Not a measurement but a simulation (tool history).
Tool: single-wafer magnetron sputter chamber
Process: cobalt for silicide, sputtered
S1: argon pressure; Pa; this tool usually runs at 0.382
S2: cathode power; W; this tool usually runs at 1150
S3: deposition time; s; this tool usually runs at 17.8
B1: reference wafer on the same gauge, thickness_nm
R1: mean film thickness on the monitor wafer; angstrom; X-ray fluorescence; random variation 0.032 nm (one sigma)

{"run": 1, "day": 0.0, "S1": 0.382, "S2": 1150, "S3": 17.8, "B1": 11.211, "R1": 103.19}
{"run": 2, "day": 2.612, "S1": 0.382, "S2": 1150, "S3": 17.8, "B1": 11.197, "R1": 103.41}
{"run": 3, "day": 6.567, "S1": 0.382, "S2": 950, "S3": 17.8, "B1": 11.179, "R1": 84.76}
{"run": 4, "day": 9.742, "S1": 0.382, "S2": 950, "S3": 17.8, "B1": 11.197, "R1": 84.11}
{"run": 5, "day": 12.25, "S1": 0.382, "S2": 1350, "S3": 17.8, "B1": 11.2, "R1": 119.23}
{"day": 12.612, "done": "sputter target and shields replaced"}
{"run": 6, "day": 16.004, "S1": 0.382, "S2": 1350, "S3": 17.8, "B1": 11.213, "R1": 121.31}
{"run": 7, "day": 18.908, "S1": 0.382, "S2": 1350, "S3": 17.8, "B1": 11.191, "R1": 121.22}
{"run": 8, "day": 20.938, "S1": 0.382, "S2": 1150, "S3": 17.8, "B1": 11.221, "R1": 103.05}
{"day": 22.488, "done": "capacitance manometer re-zeroed and calibrated"}
{"run": 9, "day": 24.067, "S1": 0.382, "S2": 1150, "S3": 17.8, "B1": 11.195, "R1": 105.73}
{"day": 25.371, "done": "sputter target and shields replaced"}
{"run": 10, "day": 25.662, "S1": 0.382, "S2": 1150, "S3": 17.8, "B1": 11.197, "R1": 107.74}
{"run": 11, "day": 29.725, "S1": 0.289, "S2": 1150, "S3": 17.8, "B1": 11.204, "R1": 111.21}
{"run": 12, "day": 33.138, "S1": 0.314, "S2": 950, "S3": 15.9, "B1": 11.195, "R1": 80.95}
{"run": 13, "day": 36.712, "S1": 0.431, "S2": 950, "S3": 20.1, "B1": 11.201, "R1": 96.05}
{"run": 14, "day": 39.462, "S1": 0.462, "S2": 900, "S3": 17.8, "B1": 11.216, "R1": 78.34}
{"day": 40.167, "done": "sputter target and shields replaced"}
{"day": 40.225, "done": "gauge calibrated"}
{"day": 41.383, "done": "magnet pack replaced"}
{"run": 15, "day": 41.404, "S1": 0.382, "S2": 1150, "S3": 17.8, "B1": 11.211, "R1": 106.34}
{"run": 16, "day": 49.821, "S1": 0.382, "S2": 1050, "S3": 20.5, "B1": 11.219, "R1": 110.43}

Forecast run 17:
{"run": 17, "day": 53.438, "S1": 0.382, "S2": 1150, "S3": 17.8, "B1": "?", "R1": "?"}

Logged for run 17: B1 11.199, R1 104.72 angstrom.
Take away the tool's hidden state, keep the run-to-run variation as it was, and the same run would have given R1 107.78 angstrom.

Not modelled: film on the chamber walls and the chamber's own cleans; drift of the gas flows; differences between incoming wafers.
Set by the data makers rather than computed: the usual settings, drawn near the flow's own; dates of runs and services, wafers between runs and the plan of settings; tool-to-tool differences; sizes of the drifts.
